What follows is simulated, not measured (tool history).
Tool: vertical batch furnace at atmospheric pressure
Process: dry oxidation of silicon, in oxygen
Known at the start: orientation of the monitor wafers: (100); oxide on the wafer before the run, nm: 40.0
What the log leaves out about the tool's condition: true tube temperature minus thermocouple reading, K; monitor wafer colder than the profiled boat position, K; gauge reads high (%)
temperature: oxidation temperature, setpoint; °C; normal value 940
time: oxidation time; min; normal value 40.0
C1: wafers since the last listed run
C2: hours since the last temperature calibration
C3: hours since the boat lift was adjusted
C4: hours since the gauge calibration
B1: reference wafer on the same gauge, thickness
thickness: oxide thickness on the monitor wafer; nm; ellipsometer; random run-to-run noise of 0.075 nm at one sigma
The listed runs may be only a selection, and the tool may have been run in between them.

{"run": 1, "hour": 0.0, "temperature": 922, "time": 40.0, "C1": 0, "C2": 2359.5, "C3": 3107.8, "C4": 146.8, "B1": 55.21, "thickness": 47.76}
{"run": 2, "hour": 30.4, "temperature": 940, "time": 40.0, "C1": 539, "C2": 2389.9, "C3": 3138.2, "C4": 177.2, "B1": 55.21, "thickness": 50.31}
{"run": 3, "hour": 116.9, "temperature": 940, "time": 40.0, "C1": 1533, "C2": 2476.4, "C3": 3224.7, "C4": 263.7, "B1": 55.18, "thickness": 50.2}
{"run": 4, "hour": 146.0, "temperature": 940, "time": 40.0, "C1": 515, "C2": 2505.5, "C3": 3253.8, "C4": 292.8, "B1": 55.19, "thickness": 50.31}
{"run": 5, "hour": 181.9, "temperature": 940, "time": 40.0, "C1": 636, "C2": 2541.4, "C3": 3289.7, "C4": 328.7, "B1": 55.21, "thickness": 50.41}
{"run": 6, "hour": 206.9, "temperature": 940, "time": 34.5, "C1": 443, "C2": 2566.4, "C3": 3314.7, "C4": 353.7, "B1": 55.18, "thickness": 48.81}
{"run": 7, "hour": 223.2, "temperature": 922, "time": 34.5, "C1": 289, "C2": 2582.7, "C3": 3331.0, "C4": 370.0, "B1": 55.21, "thickness": 46.73}
{"run": 8, "hour": 248.2, "temperature": 922, "time": 34.5, "C1": 443, "C2": 2607.7, "C3": 3356.0, "C4": 395.0, "B1": 55.22, "thickness": 46.7}
{"hour": 296.5, "done": "boat lift adjusted"}
{"run": 9, "hour": 307.7, "temperature": 940, "time": 40.0, "C1": 629, "C2": 2667.2, "C3": 11.2, "C4": 454.5, "B1": 55.21, "thickness": 50.3}
{"run": 10, "hour": 339.4, "temperature": 946, "time": 40.0, "C1": 562, "C2": 2698.9, "C3": 42.9, "C4": 486.2, "B1": 55.2, "thickness": 51.27}
{"run": 11, "hour": 380.3, "temperature": 940, "time": 40.0, "C1": 725, "C2": 2739.8, "C3": 83.8, "C4": 527.1, "B1": 55.17, "thickness": 50.37}
{"run": 12, "hour": 398.7, "temperature": 940, "time": 40.0, "C1": 326, "C2": 2758.2, "C3": 102.2, "C4": 545.5, "B1": 55.22, "thickness": 50.39}
{"run": 13, "hour": 428.1, "temperature": 940, "time": 40.0, "C1": 521, "C2": 2787.6, "C3": 131.6, "C4": 574.9, "B1": 55.22, "thickness": 50.33}
{"run": 14, "hour": 465.2, "temperature": 940, "time": 40.0, "C1": 657, "C2": 2824.7, "C3": 168.7, "C4": 612.0, "B1": 55.21, "thickness": 50.39}
{"hour": 523.9, "done": "gauge calibrated"}
{"run": 15, "hour": 535.2, "temperature": 940, "time": 40.0, "C1": 1241, "C2": 2894.7, "C3": 238.7, "C4": 11.3, "B1": 55.2, "thickness": 50.34}
{"hour": 582.0, "done": "thermocouples replaced and temperature profile calibrated"}
{"run": 16, "hour": 582.5, "temperature": 940, "time": 40.0, "C1": 413, "C2": 0.5, "C3": 286.0, "C4": 58.6, "B1": 55.24, "thickness": 50.8}
{"run": 17, "hour": 587.1, "temperature": 940, "time": 40.0, "C1": 81, "C2": 5.1, "C3": 290.6, "C4": 63.2, "B1": 55.2, "thickness": 50.83}
{"run": 18, "hour": 609.7, "temperature": 940, "time": 40.0, "C1": 400, "C2": 27.7, "C3": 313.2, "C4": 85.8, "B1": 55.24, "thickness": 50.8}
{"run": 19, "hour": 639.4, "temperature": 919, "time": 57.0, "C1": 526, "C2": 57.4, "C3": 342.9, "C4": 115.5, "B1": 55.19, "thickness": 51.55}
{"run": 20, "hour": 660.8, "temperature": 940, "time": 40.0, "C1": 379, "C2": 78.8, "C3": 364.3, "C4": 136.9, "B1": 55.19, "thickness": 50.87}
{"run": 21, "hour": 688.7, "temperature": 940, "time": 40.0, "C1": 494, "C2": 106.7, "C3": 392.2, "C4": 164.8, "B1": 55.22, "thickness": 50.86}
{"run": 22, "hour": 719.3, "temperature": 952, "time": 30.5, "C1": 542, "C2": 137.3, "C3": 422.8, "C4": 195.4, "B1": 55.2, "thickness": 49.46}
{"run": 23, "hour": 736.9, "temperature": 940, "time": 40.0, "C1": 312, "C2": 154.9, "C3": 440.4, "C4": 213.0, "B1": 55.21, "thickness": 50.79}
{"run": 24, "hour": 762.2, "temperature": 940, "time": 59.5, "C1": 448, "C2": 180.2, "C3": 465.7, "C4": 238.3, "B1": 55.22, "thickness": 56.19}
{"run": 25, "hour": 793.5, "temperature": 924, "time": 51.5, "C1": 554, "C2": 211.5, "C3": 497.0, "C4": 269.6, "B1": 55.21, "thickness": 51.24}
{"hour": 819.8, "done": "thermocouples replaced and temperature profile calibrated, repeated, since the last time left the tool worse"}
{"run": 26, "hour": 820.3, "temperature": 926, "time": 47.5, "C1": 49, "C2": 0.5, "C3": 523.8, "C4": 296.4, "B1": 55.2, "thickness": 49.58}
{"run": 27, "hour": 840.6, "temperature": 947, "time": 51.0, "C1": 359, "C2": 20.8, "C3": 544.1, "C4": 316.7, "B1": 55.21, "thickness": 53.89}
{"run": 28, "hour": 860.6, "temperature": 958, "time": 22.5, "C1": 354, "C2": 40.8, "C3": 564.1, "C4": 336.7, "B1": 55.2, "thickness": 46.82}
{"run": 29, "hour": 879.9, "temperature": 932, "time": 22.5, "C1": 342, "C2": 60.1, "C3": 583.4, "C4": 356.0, "B1": 55.18, "thickness": 44.84}
{"run": 30, "hour": 913.4, "temperature": 940, "time": 57.0, "C1": 593, "C2": 93.6, "C3": 616.9, "C4": 389.5, "B1": 55.22, "thickness": 54.27}
{"run": 31, "hour": 927.4, "temperature": 940, "time": 54.5, "C1": 248, "C2": 107.6, "C3": 630.9, "C4": 403.5, "B1": 55.22, "thickness": 53.64}
{"run": 32, "hour": 944.7, "temperature": 940, "time": 33.0, "C1": 306, "C2": 124.9, "C3": 648.2, "C4": 420.8, "B1": 55.21, "thickness": 48.12}
{"run": 33, "hour": 980.4, "temperature": 932, "time": 22.5, "C1": 632, "C2": 160.6, "C3": 683.9, "C4": 456.5, "B1": 55.2, "thickness": 44.79}
{"run": 34, "hour": 1007.8, "temperature": 919, "time": 34.5, "C1": 485, "C2": 188.0, "C3": 711.3, "C4": 483.9, "B1": 55.19, "thickness": 46.06}
{"run": 35, "hour": 1031.5, "temperature": 919, "time": 56.5, "C1": 420, "C2": 211.7, "C3": 735.0, "C4": 507.6, "B1": 55.18, "thickness": 50.36}
{"run": 36, "hour": 1047.7, "temperature": 940, "time": 40.0, "C1": 287, "C2": 227.9, "C3": 751.2, "C4": 523.8, "B1": 55.17, "thickness": 50.02}
{"run": 37, "hour": 1062.6, "temperature": 931, "time": 30.0, "C1": 264, "C2": 242.8, "C3": 766.1, "C4": 538.7, "B1": 55.24, "thickness": 46.44}
{"run": 38, "hour": 1090.9, "temperature": 924, "time": 40.0, "C1": 501, "C2": 271.1, "C3": 794.4, "C4": 567.0, "B1": 55.21, "thickness": 47.76}

Exercise: give the hidden state of the tool at every run:
monitor wafer colder than the profiled boat position, K: 0, the same for each run
gauge reads high (%): 0, the same for each run
H1: true tube temperature minus thermocouple reading, K
run=1 H1=2.41
run=2 H1=2.47
run=3 H1=2.63
run=4 H1=2.68
run=5 H1=2.75
run=6 H1=2.8
run=7 H1=2.84
run=8 H1=2.89
run=9 H1=3.01
run=10 H1=3.07
run=11 H1=3.16
run=12 H1=3.2
run=13 H1=3.26
run=14 H1=3.34
run=15 H1=3.49
run=16 H1=6.48
run=17 H1=6.48
run=18 H1=6.48
run=19 H1=6.48
run=20 H1=6.48
run=21 H1=6.48
run=22 H1=6.49
run=23 H1=6.49
run=24 H1=6.49
run=25 H1=6.5
run=26 H1=0.111
run=27 H1=0.111
run=28 H1=0.111
run=29 H1=0.112
run=30 H1=0.114
run=31 H1=0.115
run=32 H1=0.117
run=33 H1=0.121
run=34 H1=0.124
run=35 H1=0.128
run=36 H1=0.131
run=37 H1=0.133
run=38 H1=0.139
